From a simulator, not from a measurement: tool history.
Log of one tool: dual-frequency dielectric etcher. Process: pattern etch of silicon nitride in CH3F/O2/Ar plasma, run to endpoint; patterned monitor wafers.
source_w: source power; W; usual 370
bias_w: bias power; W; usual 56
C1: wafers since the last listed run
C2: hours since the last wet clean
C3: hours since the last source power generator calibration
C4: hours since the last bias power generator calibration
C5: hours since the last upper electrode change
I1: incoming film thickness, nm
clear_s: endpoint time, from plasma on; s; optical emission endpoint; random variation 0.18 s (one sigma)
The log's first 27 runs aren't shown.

Run 28, hour 2405.1: usual settings; C1 624; C2 114; C3 1775.2; C4 1588.8; C5 793.8; I1 30.86. Result: clear_s 56 s.
Run 29, hour 2560.1: usual settings but source_w 290 W, bias_w 45 W; C1 2060; C2 269; C3 1930.2; C4 1743.8; C5 948.8; I1 30.38. Result: clear_s 59.6 s.
Run 30, hour 2642.3: usual settings but source_w 320 W; C1 1092; C2 351.2; C3 2012.4; C4 1826; C5 1031; I1 30.27. Result: clear_s 56.4 s.
Run 31, hour 2728.3: usual settings; C1 1143; C2 437.2; C3 2098.4; C4 1912; C5 1117; I1 30.3. Result: clear_s 55 s.
Run 32, hour 2821.7: usual settings but source_w 440 W, bias_w 43 W; C1 1241; C2 530.6; C3 2191.8; C4 2005.4; C5 1210.4; I1 30.82. Result: clear_s 56.5 s.
At hour 2875.2: wet clean of the chamber.
Run 33, hour 2875.7: usual settings; C1 398; C2 0.5; C3 2245.8; C4 2059.4; C5 1264.4; I1 30.4. Result: clear_s 55.2 s.
At hour 2902.8: source power generator calibrated.
Run 34, hour 2934.2: usual settings; C1 724; C2 59; C3 31.4; C4 2117.9; C5 1322.9; I1 30.92. Result: clear_s 56 s.
Run 35, hour 2970.7: usual settings but source_w 320 W, bias_w 64 W; C1 485; C2 95.5; C3 67.9; C4 2154.4; C5 1359.4; I1 30.61. Result: clear_s 55.9 s.

Forecast each of these 4 alternatives for the next run:
Run A, hour 2971.1: usual settings; C1 5; C2 95.9; C3 68.3; C4 2154.8; C5 1359.8; I1 30.33. Result: clear_s ?.
Run B, hour 2971.1: usual settings but bias_w 45 W; C1 5; C2 95.9; C3 68.3; C4 2154.8; C5 1359.8; I1 30.33. Result: clear_s ?.
Run C, hour 2971.1: usual settings but source_w 450 W; C1 5; C2 95.9; C3 68.3; C4 2154.8; C5 1359.8; I1 30.33. Result: clear_s ?.
Run D, hour 2971.1: usual settings but bias_w 47 W; C1 5; C2 95.9; C3 68.3; C4 2154.8; C5 1359.8; I1 30.33. Result: clear_s ?.

run  clear_s
  A       55
  B     57.1
  C     52.9
  D     56.7
Without the tool's hidden state the same runs would have given:
run  clear_s
  A       55
  B     57.1
  C     52.9
  D     56.7

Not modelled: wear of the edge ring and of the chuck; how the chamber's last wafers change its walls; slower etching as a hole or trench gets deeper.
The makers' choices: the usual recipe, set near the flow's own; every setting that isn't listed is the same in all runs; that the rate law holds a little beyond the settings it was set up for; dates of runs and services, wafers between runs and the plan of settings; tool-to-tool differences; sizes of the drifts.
